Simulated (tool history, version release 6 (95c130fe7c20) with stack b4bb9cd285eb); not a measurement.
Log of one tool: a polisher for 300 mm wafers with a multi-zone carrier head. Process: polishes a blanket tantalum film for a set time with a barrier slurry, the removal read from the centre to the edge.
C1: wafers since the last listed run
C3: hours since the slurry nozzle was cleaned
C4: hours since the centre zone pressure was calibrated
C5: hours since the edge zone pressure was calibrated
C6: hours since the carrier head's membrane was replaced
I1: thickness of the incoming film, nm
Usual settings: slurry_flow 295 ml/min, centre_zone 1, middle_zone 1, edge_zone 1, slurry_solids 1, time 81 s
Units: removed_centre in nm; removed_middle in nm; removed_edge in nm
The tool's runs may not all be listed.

run 1 day=0 | slurry_flow=295 centre_zone=1 middle_zone=1 edge_zone=1.07 slurry_solids=1 time=81 | C1=0 wafers_polished_on_this_pad=56 C3=384.6 C4=193.9 C5=1003.9 C6=1248.7 | I1=439.2 | removed_centre=97.2 removed_middle=100 removed_edge=109.1
run 2 day=1.675 | slurry_flow=295 centre_zone=1 middle_zone=1 edge_zone=1 slurry_solids=1 time=81 | C1=404 wafers_polished_on_this_pad=461 C3=424.8 C4=234.1 C5=1044.1 C6=1288.9 | I1=445.7 | removed_centre=97.4 removed_middle=100.9 removed_edge=100.4
run 3 day=2.95 | slurry_flow=295 centre_zone=1 middle_zone=1 edge_zone=1 slurry_solids=1 time=81 | C1=308 wafers_polished_on_this_pad=769 C3=455.4 C4=264.7 C5=1074.7 C6=1319.5 | I1=434.2 | removed_centre=96.2 removed_middle=100.1 removed_edge=103.3
-- day=3.85 edge zone pressure recalibrated
-- day=4.412 slurry nozzle cleaned
run 4 day=5.55 | slurry_flow=295 centre_zone=1 middle_zone=1 edge_zone=1 slurry_solids=1 time=81 | C1=598 wafers_polished_on_this_pad=1368 C3=27.3 C4=327.1 C5=40.8 C6=1381.9 | I1=436.8 | removed_centre=94.3 removed_middle=97.6 removed_edge=98.4
run 5 day=8.475 | slurry_flow=295 centre_zone=1 middle_zone=1 edge_zone=1 slurry_solids=1 time=81 | C1=707 wafers_polished_on_this_pad=2075 C3=97.5 C4=397.3 C5=111 C6=1452.1 | I1=437.6 | removed_centre=91.2 removed_middle=93.5 removed_edge=95.9
-- day=9.35 centre zone pressure recalibrated
-- day=9.617 carrier head's membrane replaced by a new one
run 6 day=10.15 | slurry_flow=295 centre_zone=1 middle_zone=1 edge_zone=1 slurry_solids=1 time=81 | C1=334 wafers_polished_on_this_pad=2409 C3=137.7 C4=19.2 C5=151.2 C6=12.8 | I1=445.7 | removed_centre=90.9 removed_middle=91.6 removed_edge=91.8
-- day=12.058 worn pad replaced by a new one, of another model than before
run 7 day=17.679 | slurry_flow=295 centre_zone=1 middle_zone=1 edge_zone=1 slurry_solids=1 time=81 | C1=1780 wafers_polished_on_this_pad=1359 C3=318.4 C4=199.9 C5=331.9 C6=193.5 | I1=435.3 | removed_centre=96 removed_middle=98.9 removed_edge=100.7
run 8 day=20.208 | slurry_flow=295 centre_zone=1 middle_zone=1 edge_zone=1 slurry_solids=1 time=81 | C1=611 wafers_polished_on_this_pad=1970 C3=379.1 C4=260.6 C5=392.6 C6=254.2 | I1=431.9 | removed_centre=92.1 removed_middle=96.2 removed_edge=96.3
run 9 day=21.554 | slurry_flow=220 centre_zone=1.06 middle_zone=1 edge_zone=1 slurry_solids=1 time=81 | C1=325 wafers_polished_on_this_pad=2296 C3=411.4 C4=292.9 C5=424.9 C6=286.5 | I1=434.6 | removed_centre=96 removed_middle=93.4 removed_edge=97.1
-- day=23.1 centre zone pressure recalibrated
-- day=23.454 worn pad replaced by a new one
run 10 day=23.55 | slurry_flow=295 centre_zone=1 middle_zone=1 edge_zone=1 slurry_solids=1 time=81 | C1=422 wafers_polished_on_this_pad=22 C3=459.3 C4=10.8 C5=472.8 C6=334.4 | I1=447.7 | removed_centre=96.4 removed_middle=101.8 removed_edge=100.3
run 11 day=25.088 | slurry_flow=210 centre_zone=0.92 middle_zone=0.88 edge_zone=1 slurry_solids=1 time=58 | C1=371 wafers_polished_on_this_pad=394 C3=496.2 C4=47.7 C5=509.7 C6=371.3 | I1=436.8 | removed_centre=62.9 removed_middle=64.6 removed_edge=72.3
run 12 day=27.279 | slurry_flow=235 centre_zone=1 middle_zone=1.1 edge_zone=1 slurry_solids=1 time=91 | C1=529 wafers_polished_on_this_pad=924 C3=548.8 C4=100.3 C5=562.3 C6=423.9 | I1=437.5 | removed_centre=108.5 removed_middle=120.2 removed_edge=110.6
-- day=27.721 slurry nozzle cleaned
run 13 day=30.208 | slurry_flow=325 centre_zone=1.12 middle_zone=1 edge_zone=1 slurry_solids=0.75 time=81 | C1=698 wafers_polished_on_this_pad=1622 C3=59.7 C4=170.6 C5=632.6 C6=494.2 | I1=445.5 | removed_centre=98.9 removed_middle=91.7 removed_edge=93.2
run 14 day=31.546 | slurry_flow=295 centre_zone=0.96 middle_zone=1 edge_zone=1 slurry_solids=1 time=65 | C1=323 wafers_polished_on_this_pad=1946 C3=91.8 C4=202.7 C5=664.7 C6=526.3 | I1=442.1 | removed_centre=70.8 removed_middle=75.8 removed_edge=78.4
-- day=33.929 worn pad replaced by a new one
run 15 day=34.046 | slurry_flow=295 centre_zone=1 middle_zone=1 edge_zone=1 slurry_solids=1 time=81 | C1=564 wafers_polished_on_this_pad=28 C3=151.8 C4=262.7 C5=724.7 C6=586.3 | I1=435.8 | removed_centre=99 removed_middle=103.4 removed_edge=101.2
run 16 day=36.258 | slurry_flow=295 centre_zone=1 middle_zone=1 edge_zone=1 slurry_solids=1 time=81 | C1=534 wafers_polished_on_this_pad=563 C3=204.9 C4=315.8 C5=777.8 C6=639.4 | I1=434.6 | removed_centre=99 removed_middle=101.4 removed_edge=106.4
run 17 day=37.479 | slurry_flow=295 centre_zone=1 middle_zone=0.92 edge_zone=1.12 slurry_solids=1 time=81 | C1=295 wafers_polished_on_this_pad=858 C3=234.2 C4=345.1 C5=807.1 C6=668.7 | I1=437.9 | removed_centre=99 removed_middle=94.4 removed_edge=107.7
-- day=38.883 centre zone pressure recalibrated
run 18 day=39.862 | slurry_flow=295 centre_zone=1 middle_zone=1 edge_zone=1.06 slurry_solids=1 time=102 | C1=556 wafers_polished_on_this_pad=1414 C3=291.4 C4=23.5 C5=864.3 C6=725.9 | I1=442.2 | removed_centre=120.8 removed_middle=124.2 removed_edge=127.9
run 19 day=41.562 | slurry_flow=380 centre_zone=1.03 middle_zone=1 edge_zone=1 slurry_solids=1.25 time=91 | C1=411 wafers_polished_on_this_pad=1825 C3=332.2 C4=64.3 C5=905.1 C6=766.7 | I1=436.7 | removed_centre=115.2 removed_middle=116.1 removed_edge=117.8
run 20 day=44.45 | slurry_flow=200 centre_zone=1 middle_zone=1.06 edge_zone=1 slurry_solids=1 time=81 | C1=698 wafers_polished_on_this_pad=2523 C3=401.5 C4=133.6 C5=974.4 C6=836 | I1=443.4 | removed_centre=89 removed_middle=96.2 removed_edge=91.2

Forecast each of these 5 alternatives for the next run:
run A day=44.467 | slurry_flow=295 centre_zone=1.09 middle_zone=1 edge_zone=1 slurry_solids=1 time=81 | C1=4 wafers_polished_on_this_pad=2527 C3=401.9 C4=134 C5=974.8 C6=836.4 | I1=431.5 | removed_centre=? removed_middle=? removed_edge=?
run B day=44.467 | slurry_flow=295 centre_zone=1 middle_zone=1 edge_zone=1 slurry_solids=0.7 time=81 | C1=4 wafers_polished_on_this_pad=2527 C3=401.9 C4=134 C5=974.8 C6=836.4 | I1=431.5 | removed_centre=? removed_middle=? removed_edge=?
run C day=44.467 | slurry_flow=295 centre_zone=1 middle_zone=1 edge_zone=1 slurry_solids=1 time=102 | C1=4 wafers_polished_on_this_pad=2527 C3=401.9 C4=134 C5=974.8 C6=836.4 | I1=431.5 | removed_centre=? removed_middle=? removed_edge=?
run D day=44.467 | slurry_flow=295 centre_zone=1 middle_zone=1 edge_zone=1 slurry_solids=1 time=65 | C1=4 wafers_polished_on_this_pad=2527 C3=401.9 C4=134 C5=974.8 C6=836.4 | I1=431.5 | removed_centre=? removed_middle=? removed_edge=?
run E day=44.467 | slurry_flow=250 centre_zone=0.88 middle_zone=1 edge_zone=1 slurry_solids=1.1 time=60 | C1=4 wafers_polished_on_this_pad=2527 C3=401.9 C4=134 C5=974.8 C6=836.4 | I1=431.5 | removed_centre=? removed_middle=? removed_edge=?

run=A removed_centre=98.2 removed_middle=92.2 removed_edge=93.9
run=B removed_centre=84 removed_middle=86.1 removed_edge=87.6
run=C removed_centre=113.4 removed_middle=116.2 removed_edge=118.3
run=D removed_centre=72.3 removed_middle=74 removed_edge=75.4
run=E removed_centre=59.3 removed_middle=69.2 removed_edge=70.5
Without the tool's hidden state the same runs would have given:
run=A removed_centre=107.8 removed_middle=101.2 removed_edge=103
run=B removed_centre=92.2 removed_middle=94.5 removed_edge=96.1
run=C removed_centre=124.4 removed_middle=127.5 removed_edge=129.8
run=D removed_centre=79.3 removed_middle=81.2 removed_edge=82.7
run=E removed_centre=65 removed_middle=75.9 removed_edge=77.3

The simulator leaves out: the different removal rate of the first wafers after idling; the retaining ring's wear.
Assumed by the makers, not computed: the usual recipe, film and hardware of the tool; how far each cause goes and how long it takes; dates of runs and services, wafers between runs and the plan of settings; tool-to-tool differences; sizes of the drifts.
